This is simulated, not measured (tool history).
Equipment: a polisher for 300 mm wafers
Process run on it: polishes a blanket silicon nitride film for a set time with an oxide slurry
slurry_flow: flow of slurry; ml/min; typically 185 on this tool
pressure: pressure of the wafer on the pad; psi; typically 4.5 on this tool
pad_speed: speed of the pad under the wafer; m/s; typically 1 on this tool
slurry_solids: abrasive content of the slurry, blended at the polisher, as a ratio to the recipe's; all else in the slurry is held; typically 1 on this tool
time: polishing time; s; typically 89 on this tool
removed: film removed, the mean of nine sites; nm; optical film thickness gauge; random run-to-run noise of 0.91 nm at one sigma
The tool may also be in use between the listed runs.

run	day	slurry_flow	pressure	pad_speed	slurry_solids	time	wafers since the last listed run	wafers polished on this pad	hours since the slurry nozzle was cleaned	hours since the head pressure was calibrated	hours since the slurry blender was calibrated	hours since the conditioning disc was replaced	incoming thickness of the incoming film, nm	removed
1	0	185	4.5	1	1	89	0	249	456.3	440.4	273.1	215.9	244.2	74.6
2	1.625	185	4.5	1	1	89	355	605	495.3	479.4	312.1	254.9	240	73.4
3	3.183	185	4.5	1	1	89	341	946	532.7	516.8	349.5	292.3	242.8	71.3
# day 4.042: worn pad replaced by a new one
# day 4.167: slurry blender recalibrated
4	6.054	185	4.5	1	1	89	573	422	601.6	585.7	45.3	361.2	238.6	76.4
5	7.95	185	4.5	1.24	1	89	415	838	647.1	631.2	90.8	406.7	238.3	88.1
# day 8.696: head pressure recalibrated
# day 9.412: worn pad replaced by a new one
# day 9.55: slurry nozzle cleaned
6	10.483	185	4.5	1.24	1	89	490	225	22.4	42.9	151.6	467.5	241.7	86.8
7	11.65	185	4.5	1.24	1	89	255	480	50.4	70.9	179.6	495.5	243.3	88
8	12.767	130	4.5	1	1	89	244	725	77.2	97.7	206.4	522.3	240	72.4
9	13.967	185	4.5	1	0.8	89	262	988	106	126.5	235.2	551.1	243.9	69.8
# day 14.396: worn pad replaced by a new one
10	16.512	160	6.1	1.1	1	77	521	463	167.1	187.6	296.3	612.2	235.8	84.5
# day 16.812: slurry blender recalibrated
# day 17.333: conditioning disc replaced and pad reconditioned
11	17.912	185	4.5	1.12	1	72	270	733	200.7	221.2	26.4	13.9	242.4	67.4
# day 19.175: worn pad replaced by a new one
12	20.029	185	4.5	1.24	1	89	427	187	251.5	272	77.2	64.7	236.4	89.6
13	21.825	125	4.5	1	1	113	393	580	294.6	315.1	120.3	107.8	242.9	92.2
# day 23.708: worn pad replaced by a new one
14	24.171	125	4.5	0.74	0.9	105	477	101	350.9	371.4	176.6	164.1	242.4	69.1
15	26.142	185	4.5	1	1	89	431	533	398.2	418.7	223.9	211.4	240.5	74.9

Branching from run 15: 4 alternative next runs. What would each branch give?
A	26.158	185	4.5	1	1	89	3	536	398.6	419.1	224.3	211.8	238.7	?
B	26.158	235	4.5	1.22	1	89	3	536	398.6	419.1	224.3	211.8	238.7	?
C	26.158	185	3.9	1	1	89	3	536	398.6	419.1	224.3	211.8	238.7	?
D	26.158	215	3.4	1.36	1	111	3	536	398.6	419.1	224.3	211.8	238.7	?

run	removed
A	75
B	87.5
C	67.6
D	94.8
What these runs would have given with no unlogged condition in the tool:
run	removed
A	77.8
B	90.7
C	70.2
D	98.3
